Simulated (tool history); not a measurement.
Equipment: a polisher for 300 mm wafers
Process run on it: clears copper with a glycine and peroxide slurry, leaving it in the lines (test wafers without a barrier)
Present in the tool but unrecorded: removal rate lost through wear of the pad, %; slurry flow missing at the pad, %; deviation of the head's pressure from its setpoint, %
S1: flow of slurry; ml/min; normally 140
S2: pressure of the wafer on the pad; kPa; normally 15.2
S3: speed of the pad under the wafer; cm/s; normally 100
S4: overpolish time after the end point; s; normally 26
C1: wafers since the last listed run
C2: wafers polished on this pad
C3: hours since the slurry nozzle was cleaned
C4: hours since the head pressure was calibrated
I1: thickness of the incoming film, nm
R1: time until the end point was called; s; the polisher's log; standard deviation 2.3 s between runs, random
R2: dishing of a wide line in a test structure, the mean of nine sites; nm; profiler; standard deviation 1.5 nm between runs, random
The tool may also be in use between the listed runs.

run,hour,S1,S2,S3,S4,C1,C2,C3,C4,I1,R1,R2
1,0.0,140,15.2,100,26,0,104,631.9,139.2,721.5,170.4,64.2
2,10.9,140,15.2,100,26,84,188,642.8,150.1,739.3,175.7,62.7
3,27.3,140,15.2,100,26,126,315,659.2,166.5,748.0,182.8,63.0
4,38.4,140,15.2,100,26,85,401,670.3,177.6,742.9,178.8,63.0
5,55.7,140,15.2,100,26,133,535,687.6,194.9,739.6,175.5,63.3
# hour 67.9: worn pad replaced by a new one
6,68.3,140,15.2,100,26,66,2,700.2,207.5,740.3,185.8,64.4
7,84.5,140,15.2,100,26,125,128,716.4,223.7,731.1,183.9,61.5
8,97.4,140,15.2,100,26,99,227,729.3,236.6,735.9,191.8,63.4
9,104.9,140,15.2,100,20,58,285,736.8,244.1,723.2,184.5,49.5
10,121.9,140,15.2,100,20,131,417,753.8,261.1,728.9,190.8,49.8
11,139.2,140,17.9,100,36,133,551,771.1,278.4,733.3,167.7,82.1
# hour 143.6: head pressure recalibrated
12,146.3,140,15.2,100,26,39,590,778.2,2.7,743.9,199.8,58.2
13,154.8,140,15.2,100,26,65,656,786.7,11.2,735.1,189.7,57.7
# hour 170.7: worn pad replaced by a new one
14,171.2,160,15.2,100,26,95,3,803.1,27.6,738.9,194.9,62.4
15,184.1,160,15.2,100,26,99,103,816.0,40.5,735.3,197.4,60.4
# hour 194.3: slurry nozzle cleaned
16,195.7,160,15.2,100,26,82,185,1.4,52.1,739.0,153.0,72.2
17,212.2,140,15.2,100,26,127,313,17.9,68.6,727.8,156.4,69.3
18,227.0,110,15.2,130,26,114,428,32.7,83.4,735.0,136.2,76.6
19,239.1,125,11.0,100,40,93,521,44.8,95.5,744.0,207.6,75.4
20,248.8,140,13.1,100,26,75,596,54.5,105.2,730.2,172.8,63.3
# hour 255.4: worn pad replaced by a new one
21,257.2,140,13.1,100,20,34,13,62.9,113.6,745.3,179.6,53.6
22,274.2,140,15.2,100,26,131,145,79.9,130.6,729.1,155.2,70.2
23,283.7,140,15.2,100,26,73,218,89.4,140.1,740.9,157.2,67.5
24,295.2,175,15.2,100,20,88,307,100.9,151.6,747.9,150.8,58.3
25,310.2,110,9.7,66,34,116,423,115.9,166.6,736.6,305.8,52.4
26,324.9,140,13.1,114,26,113,537,130.6,181.3,734.0,160.0,69.6
# hour 342.5: worn pad replaced by a new one
27,343.0,140,17.9,100,16,109,3,148.7,199.4,735.9,135.8,56.3
28,358.5,185,17.9,100,15,119,123,164.2,214.9,738.7,130.3,54.7
29,374.1,125,12.4,100,36,120,244,179.8,230.5,746.8,191.5,75.0
30,384.4,140,15.2,100,26,79,324,190.1,240.8,739.6,158.6,68.2
31,397.0,140,9.7,100,26,97,421,202.7,253.4,734.3,217.8,55.2
32,412.2,110,15.2,116,17,117,539,217.9,268.6,734.9,148.5,50.3
33,418.8,140,9.7,100,12,51,590,224.5,275.2,739.6,217.5,27.4
# hour 424.5: worn pad replaced by a new one
34,431.5,140,15.2,72,26,67,54,237.2,287.9,729.7,197.9,59.7
# hour 440.4: head pressure recalibrated
35,447.8,140,10.3,100,26,110,165,253.5,7.4,741.4,212.4,58.1

Hidden state or all else? Some run-to-run changes of R1, split into what the settings, what came in and random variation would give without the hidden state, and what is left for the hidden state (with any gauge scatter that isn't in both results):
Run 9 -> 10: no setting touched and nothing written in the log between the runs. R1 +6.3 s: hidden state +3.4, all else +2.9.
Run 11 -> 12: S2 17.9 -> 15.2, S4 36 -> 26, head pressure recalibrated. R1 +32.1 s: hidden state +7.4, all else +24.7.
Run 15 -> 16: slurry nozzle cleaned. R1 -44.4 s: hidden state -40.9, all else -3.5.
Run 18 -> 19: S1 110 -> 125, S2 15.2 -> 11.0, S3 130 -> 100, S4 26 -> 40. R1 +71.4 s: hidden state +0.3, all else +71.1.
Run 24 -> 25: S1 175 -> 110, S2 15.2 -> 9.7, S3 100 -> 66, S4 20 -> 34. R1 +155.0 s: hidden state +1.7, all else +153.3.
Run 25 -> 26: S1 110 -> 140, S2 9.7 -> 13.1, S3 66 -> 114, S4 34 -> 26. R1 -145.8 s: hidden state -1.3, all else -144.5.
